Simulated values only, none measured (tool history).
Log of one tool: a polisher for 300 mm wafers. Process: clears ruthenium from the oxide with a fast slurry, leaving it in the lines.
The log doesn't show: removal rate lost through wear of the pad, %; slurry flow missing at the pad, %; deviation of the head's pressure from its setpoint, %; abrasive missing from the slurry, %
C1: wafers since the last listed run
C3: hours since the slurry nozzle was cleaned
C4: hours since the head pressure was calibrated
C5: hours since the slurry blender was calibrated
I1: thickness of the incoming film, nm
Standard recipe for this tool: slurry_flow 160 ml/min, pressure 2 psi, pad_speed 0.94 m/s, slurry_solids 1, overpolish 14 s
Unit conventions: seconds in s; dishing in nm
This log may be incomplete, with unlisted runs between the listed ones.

run 1 hour=0 | slurry_flow=160 pressure=2 pad_speed=0.94 slurry_solids=0.85 overpolish=14 | C1=0 wafers_polished_on_this_pad=4043 C3=485.2 C4=785.4 C5=49.6 | I1=238 | seconds=79.7 dishing=31
-- hour=22.8 worn pad replaced by a new one
run 2 hour=56.3 | slurry_flow=160 pressure=2 pad_speed=0.94 slurry_solids=0.85 overpolish=14 | C1=343 wafers_polished_on_this_pad=220 C3=541.5 C4=841.7 C5=105.9 | I1=236.4 | seconds=73.7 dishing=31.6
run 3 hour=152.7 | slurry_flow=160 pressure=2 pad_speed=0.74 slurry_solids=1 overpolish=14 | C1=633 wafers_polished_on_this_pad=854 C3=637.9 C4=938.1 C5=202.3 | I1=241.5 | seconds=93.3 dishing=26.4
-- hour=187.8 slurry nozzle cleaned
run 4 hour=220.9 | slurry_flow=160 pressure=2 pad_speed=0.94 slurry_solids=1 overpolish=14 | C1=441 wafers_polished_on_this_pad=1296 C3=33.1 C4=1006.3 C5=270.5 | I1=237.1 | seconds=71.1 dishing=32.1
run 5 hour=324.5 | slurry_flow=160 pressure=2 pad_speed=0.94 slurry_solids=1 overpolish=14 | C1=681 wafers_polished_on_this_pad=1977 C3=136.7 C4=1109.9 C5=374.1 | I1=238.9 | seconds=72.4 dishing=32.9
run 6 hour=407.4 | slurry_flow=160 pressure=2 pad_speed=0.94 slurry_solids=1 overpolish=20 | C1=545 wafers_polished_on_this_pad=2522 C3=219.6 C4=1192.8 C5=457 | I1=244.2 | seconds=76.1 dishing=39.2
run 7 hour=513.7 | slurry_flow=160 pressure=2 pad_speed=0.94 slurry_solids=1 overpolish=20 | C1=699 wafers_polished_on_this_pad=3221 C3=325.9 C4=1299.1 C5=563.3 | I1=242.2 | seconds=73.7 dishing=40.9
-- hour=596.7 worn pad replaced by a new one
run 8 hour=597.2 | slurry_flow=160 pressure=2 pad_speed=0.94 slurry_solids=1 overpolish=14 | C1=522 wafers_polished_on_this_pad=3 C3=409.4 C4=1382.6 C5=646.8 | I1=240 | seconds=75.2 dishing=31.1
-- hour=637.6 slurry blender recalibrated
run 9 hour=656.8 | slurry_flow=185 pressure=2 pad_speed=0.94 slurry_solids=1 overpolish=14 | C1=378 wafers_polished_on_this_pad=382 C3=469 C4=1442.2 C5=19.2 | I1=240.7 | seconds=74 dishing=32.8
-- hour=682.3 head pressure recalibrated
run 10 hour=696.2 | slurry_flow=125 pressure=2 pad_speed=0.94 slurry_solids=0.75 overpolish=18 | C1=245 wafers_polished_on_this_pad=628 C3=508.4 C4=13.9 C5=58.6 | I1=239.4 | seconds=86.8 dishing=33.5
run 11 hour=763.5 | slurry_flow=120 pressure=2 pad_speed=0.94 slurry_solids=1 overpolish=14 | C1=442 wafers_polished_on_this_pad=1070 C3=575.7 C4=81.2 C5=125.9 | I1=240.3 | seconds=77.6 dishing=31
run 12 hour=845.4 | slurry_flow=160 pressure=2 pad_speed=0.94 slurry_solids=1 overpolish=20 | C1=538 wafers_polished_on_this_pad=1609 C3=657.6 C4=163.1 C5=207.8 | I1=240.7 | seconds=76 dishing=41.8
-- hour=895.5 slurry nozzle cleaned
run 13 hour=931.3 | slurry_flow=160 pressure=1.8 pad_speed=0.94 slurry_solids=1 overpolish=14 | C1=558 wafers_polished_on_this_pad=2167 C3=35.8 C4=249 C5=293.7 | I1=241.2 | seconds=84.8 dishing=30
run 14 hour=988.2 | slurry_flow=160 pressure=2 pad_speed=0.82 slurry_solids=1 overpolish=14 | C1=374 wafers_polished_on_this_pad=2541 C3=92.7 C4=305.9 C5=350.6 | I1=241.7 | seconds=84.8 dishing=28.5
run 15 hour=1054.1 | slurry_flow=160 pressure=2 pad_speed=0.94 slurry_solids=1.25 overpolish=7 | C1=433 wafers_polished_on_this_pad=2975 C3=158.6 C4=371.8 C5=416.5 | I1=239.5 | seconds=67.3 dishing=19.7
run 16 hour=1100.6 | slurry_flow=160 pressure=2 pad_speed=0.94 slurry_solids=1.3 overpolish=14 | C1=305 wafers_polished_on_this_pad=3281 C3=205.1 C4=418.3 C5=463 | I1=236.9 | seconds=65.9 dishing=34.1
run 17 hour=1158.3 | slurry_flow=160 pressure=2 pad_speed=0.94 slurry_solids=1 overpolish=14 | C1=379 wafers_polished_on_this_pad=3660 C3=262.8 C4=476 C5=520.7 | I1=240.4 | seconds=72.9 dishing=32.4

For run 18, what comes out?
-- hour=1221.3 slurry blender recalibrated
run 18 hour=1248.9 | slurry_flow=160 pressure=1.7 pad_speed=0.64 slurry_solids=0.9 overpolish=14 | C1=582 wafers_polished_on_this_pad=4243 C3=353.4 C4=566.6 C5=27.6 | I1=241.1 | seconds=? dishing=?

{"run 18": {"seconds": 134.6, "dishing": 19.9}}
On a tool with no hidden condition, and with the same random variation, this run would have come out at seconds 134.6 s, dishing 19.9 nm.
